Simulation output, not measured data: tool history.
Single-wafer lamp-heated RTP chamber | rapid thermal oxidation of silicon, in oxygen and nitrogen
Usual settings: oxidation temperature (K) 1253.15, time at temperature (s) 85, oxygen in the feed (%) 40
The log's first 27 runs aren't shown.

run,hour,oxidation temperature (K),time at temperature (s),oxygen in the feed (%),"read-back reference wafer on the same gauge, thickness",oxide thickness on the monitor wafer (angstrom)
# hour 697.3: oxygen flow controller replaced
28,699.4,1253.15,85,40,3.937,47.03
29,731.9,1238.15,113,50,3.938,51.9
# hour 740.7: pyrometer window cleaned and pyrometer calibrated
30,757.7,1272.15,59,17,3.942,34.86
31,780,1253.15,111,20,3.94,41.57
32,795,1272.15,85,40,3.945,52.54
33,821.1,1278.15,85,40,3.938,55.2
34,843,1265.15,59,49,3.941,46.77
35,876,1253.15,85,40,3.94,46.98
36,905.8,1273.15,85,40,3.938,53.99
# hour 927.1: pyrometer window cleaned and pyrometer calibrated
37,938.8,1253.15,85,40,3.941,45.23
38,972,1266.15,70,40,3.944,46.33

4 ways to go on from here, each from the tool as it stands after run 38. What would each give?
A,972.5,1253.15,85,40,?,?
B,972.5,1253.15,115,30,?,?
C,972.5,1253.15,85,52,?,?
D,972.5,1253.15,44,65,?,?

run,"read-back reference wafer on the same gauge, thickness",oxide thickness on the monitor wafer (angstrom)
A,3.936,46.04
B,3.936,47.64
C,3.936,50.12
D,3.936,41.05
Without the tool's hidden state the same runs would have given:
run,oxide thickness on the monitor wafer (angstrom)
A,44.97
B,46.53
C,48.91
D,40.12

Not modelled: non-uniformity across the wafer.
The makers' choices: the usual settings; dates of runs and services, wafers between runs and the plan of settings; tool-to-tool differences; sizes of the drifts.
